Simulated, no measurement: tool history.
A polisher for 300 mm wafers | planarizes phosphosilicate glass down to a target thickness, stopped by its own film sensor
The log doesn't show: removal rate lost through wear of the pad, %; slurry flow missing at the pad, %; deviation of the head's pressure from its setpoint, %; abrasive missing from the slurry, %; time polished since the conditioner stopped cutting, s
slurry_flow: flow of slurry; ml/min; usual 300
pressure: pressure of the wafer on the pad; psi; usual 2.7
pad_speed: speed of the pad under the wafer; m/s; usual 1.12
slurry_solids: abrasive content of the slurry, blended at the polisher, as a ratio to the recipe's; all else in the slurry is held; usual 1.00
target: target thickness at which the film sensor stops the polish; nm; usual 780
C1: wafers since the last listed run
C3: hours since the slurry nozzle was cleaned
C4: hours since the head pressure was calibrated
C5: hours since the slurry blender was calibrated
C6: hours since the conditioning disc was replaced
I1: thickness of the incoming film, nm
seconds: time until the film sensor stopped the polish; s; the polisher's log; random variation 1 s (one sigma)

{"run": 1, "hour": 0.0, "slurry_flow": 300, "pressure": 2.7, "pad_speed": 1.12, "slurry_solids": 1.0, "target": 780, "C1": 0, "wafers polished on this pad": 45, "C3": 59.2, "C4": 39.4, "C5": 744.1, "C6": 414.5, "I1": 1396.7, "seconds": 75.1}
{"hour": 49.9, "done": "slurry blender recalibrated"}
{"run": 2, "hour": 91.5, "slurry_flow": 300, "pressure": 2.7, "pad_speed": 1.12, "slurry_solids": 1.0, "target": 780, "C1": 760, "wafers polished on this pad": 805, "C3": 150.7, "C4": 130.9, "C5": 41.6, "C6": 506.0, "I1": 1402.9, "seconds": 70.4}
{"run": 3, "hour": 187.1, "slurry_flow": 300, "pressure": 2.7, "pad_speed": 1.12, "slurry_solids": 1.1, "target": 780, "C1": 812, "wafers polished on this pad": 1617, "C3": 246.3, "C4": 226.5, "C5": 137.2, "C6": 601.6, "I1": 1365.9, "seconds": 61.8}
{"run": 4, "hour": 241.6, "slurry_flow": 300, "pressure": 2.7, "pad_speed": 1.12, "slurry_solids": 1.0, "target": 780, "C1": 463, "wafers polished on this pad": 2081, "C3": 300.8, "C4": 281.0, "C5": 191.7, "C6": 656.1, "I1": 1411.3, "seconds": 72.1}
{"hour": 336.6, "done": "conditioning disc replaced and pad reconditioned"}
{"run": 5, "hour": 415.3, "slurry_flow": 375, "pressure": 1.9, "pad_speed": 1.12, "slurry_solids": 0.9, "target": 718, "C1": 1458, "wafers polished on this pad": 3540, "C3": 474.5, "C4": 454.7, "C5": 365.4, "C6": 78.7, "I1": 1403.7, "seconds": 102.4}
{"run": 6, "hour": 514.0, "slurry_flow": 300, "pressure": 2.7, "pad_speed": 1.12, "slurry_solids": 1.0, "target": 780, "C1": 838, "wafers polished on this pad": 4378, "C3": 573.2, "C4": 553.4, "C5": 464.1, "C6": 177.4, "I1": 1396.6, "seconds": 69.0}
{"hour": 572.3, "done": "slurry nozzle cleaned"}
{"hour": 594.6, "done": "head pressure recalibrated"}
{"run": 7, "hour": 602.2, "slurry_flow": 300, "pressure": 2.7, "pad_speed": 1.12, "slurry_solids": 1.0, "target": 780, "C1": 723, "wafers polished on this pad": 5102, "C3": 29.9, "C4": 7.6, "C5": 552.3, "C6": 265.6, "I1": 1384.2, "seconds": 72.8}
{"hour": 654.1, "done": "worn pad replaced by a new one"}
{"run": 8, "hour": 666.1, "slurry_flow": 300, "pressure": 2.7, "pad_speed": 1.12, "slurry_solids": 1.3, "target": 927, "C1": 508, "wafers polished on this pad": 102, "C3": 93.8, "C4": 71.5, "C5": 616.2, "C6": 329.5, "I1": 1402.0, "seconds": 48.5}
{"run": 9, "hour": 752.3, "slurry_flow": 320, "pressure": 2.7, "pad_speed": 1.12, "slurry_solids": 1.0, "target": 780, "C1": 732, "wafers polished on this pad": 834, "C3": 180.0, "C4": 157.7, "C5": 702.4, "C6": 415.7, "I1": 1398.5, "seconds": 71.9}
{"hour": 801.1, "done": "slurry blender recalibrated"}
{"run": 10, "hour": 812.1, "slurry_flow": 300, "pressure": 2.7, "pad_speed": 1.12, "slurry_solids": 1.0, "target": 946, "C1": 491, "wafers polished on this pad": 1325, "C3": 239.8, "C4": 217.5, "C5": 11.0, "C6": 475.5, "I1": 1391.1, "seconds": 50.0}
{"run": 11, "hour": 915.0, "slurry_flow": 300, "pressure": 2.7, "pad_speed": 1.12, "slurry_solids": 1.0, "target": 780, "C1": 874, "wafers polished on this pad": 2199, "C3": 342.7, "C4": 320.4, "C5": 113.9, "C6": 578.4, "I1": 1395.3, "seconds": 69.3}
{"run": 12, "hour": 1013.8, "slurry_flow": 240, "pressure": 2.7, "pad_speed": 0.86, "slurry_solids": 1.25, "target": 780, "C1": 839, "wafers polished on this pad": 3039, "C3": 441.5, "C4": 419.2, "C5": 212.7, "C6": 677.2, "I1": 1381.3, "seconds": 74.7}
{"run": 13, "hour": 1090.2, "slurry_flow": 300, "pressure": 2.7, "pad_speed": 1.12, "slurry_solids": 1.0, "target": 780, "C1": 649, "wafers polished on this pad": 3688, "C3": 517.9, "C4": 495.6, "C5": 289.1, "C6": 753.6, "I1": 1415.1, "seconds": 69.7}
{"hour": 1114.2, "done": "conditioning disc replaced and pad reconditioned"}
{"run": 14, "hour": 1187.2, "slurry_flow": 395, "pressure": 3.5, "pad_speed": 1.12, "slurry_solids": 0.75, "target": 862, "C1": 807, "wafers polished on this pad": 4495, "C3": 614.9, "C4": 592.6, "C5": 386.1, "C6": 73.0, "I1": 1407.9, "seconds": 58.1}
{"run": 15, "hour": 1243.1, "slurry_flow": 300, "pressure": 2.7, "pad_speed": 1.48, "slurry_solids": 1.25, "target": 628, "C1": 475, "wafers polished on this pad": 4970, "C3": 670.8, "C4": 648.5, "C5": 442.0, "C6": 128.9, "I1": 1395.5, "seconds": 59.6}
{"hour": 1337.7, "done": "slurry nozzle cleaned"}
{"hour": 1345.6, "done": "head pressure recalibrated"}
{"hour": 1410.5, "done": "worn pad replaced by a new one"}
{"hour": 1456.7, "done": "slurry blender recalibrated"}
{"run": 16, "hour": 1490.8, "slurry_flow": 300, "pressure": 2.7, "pad_speed": 1.12, "slurry_solids": 1.0, "target": 780, "C1": 2028, "wafers polished on this pad": 665, "C3": 153.1, "C4": 145.2, "C5": 34.1, "C6": 376.6, "I1": 1401.5, "seconds": 71.5}
{"run": 17, "hour": 1630.3, "slurry_flow": 300, "pressure": 2.7, "pad_speed": 1.32, "slurry_solids": 1.0, "target": 780, "C1": 1185, "wafers polished on this pad": 1850, "C3": 292.6, "C4": 284.7, "C5": 173.6, "C6": 516.1, "I1": 1380.0, "seconds": 59.7}
{"run": 18, "hour": 1682.4, "slurry_flow": 300, "pressure": 2.7, "pad_speed": 1.12, "slurry_solids": 1.0, "target": 780, "C1": 442, "wafers polished on this pad": 2293, "C3": 344.7, "C4": 336.8, "C5": 225.7, "C6": 568.2, "I1": 1397.5, "seconds": 70.3}
{"run": 19, "hour": 1789.2, "slurry_flow": 375, "pressure": 2.7, "pad_speed": 1.12, "slurry_solids": 0.7, "target": 652, "C1": 907, "wafers polished on this pad": 3200, "C3": 451.5, "C4": 443.6, "C5": 332.5, "C6": 675.0, "I1": 1389.4, "seconds": 105.5}
{"hour": 1851.8, "done": "conditioning disc replaced and pad reconditioned"}
{"run": 20, "hour": 1864.6, "slurry_flow": 300, "pressure": 2.7, "pad_speed": 0.88, "slurry_solids": 1.0, "target": 780, "C1": 623, "wafers polished on this pad": 3824, "C3": 526.9, "C4": 519.0, "C5": 407.9, "C6": 12.8, "I1": 1406.9, "seconds": 84.5}
{"run": 21, "hour": 1902.2, "slurry_flow": 300, "pressure": 3.0, "pad_speed": 1.12, "slurry_solids": 1.25, "target": 960, "C1": 319, "wafers polished on this pad": 4144, "C3": 564.5, "C4": 556.6, "C5": 445.5, "C6": 50.4, "I1": 1383.7, "seconds": 38.0}
{"run": 22, "hour": 1967.5, "slurry_flow": 355, "pressure": 3.2, "pad_speed": 1.12, "slurry_solids": 1.2, "target": 780, "C1": 554, "wafers polished on this pad": 4698, "C3": 629.8, "C4": 621.9, "C5": 510.8, "C6": 115.7, "I1": 1394.0, "seconds": 53.5}
{"hour": 2041.9, "done": "head pressure recalibrated"}
{"hour": 2063.0, "done": "slurry blender recalibrated"}
{"run": 23, "hour": 2067.8, "slurry_flow": 330, "pressure": 1.8, "pad_speed": 1.12, "slurry_solids": 1.0, "target": 974, "C1": 818, "wafers polished on this pad": 5517, "C3": 730.1, "C4": 25.9, "C5": 4.8, "C6": 216.0, "I1": 1406.0, "seconds": 70.0}
{"hour": 2075.7, "done": "slurry nozzle cleaned"}
{"run": 24, "hour": 2104.0, "slurry_flow": 300, "pressure": 2.7, "pad_speed": 1.12, "slurry_solids": 1.0, "target": 939, "C1": 299, "wafers polished on this pad": 5816, "C3": 28.3, "C4": 62.1, "C5": 41.0, "C6": 252.2, "I1": 1416.2, "seconds": 56.8}

Measured less the same run without the tool's hidden state. The same run-to-run variation is in both; the gauge's scatter may not be:
run=1 seconds=-0.2
run=2 seconds=-1.9
run=3 seconds=-2.8
run=4 seconds=-3.8
run=5 seconds=-6.8
run=6 seconds=-5.0
run=7 seconds=-0.3
run=8 seconds=-1.2
run=9 seconds=-3.4
run=10 seconds=-2.9
run=11 seconds=-4.8
run=12 seconds=-5.9
run=13 seconds=-5.8
run=14 seconds=-5.0
run=15 seconds=-5.3
run=16 seconds=-3.2
run=17 seconds=-4.0
run=18 seconds=-5.1
run=19 seconds=-8.3
run=20 seconds=-7.0
run=21 seconds=-3.2
run=22 seconds=-4.7
run=23 seconds=-0.1
run=24 seconds=-0.8
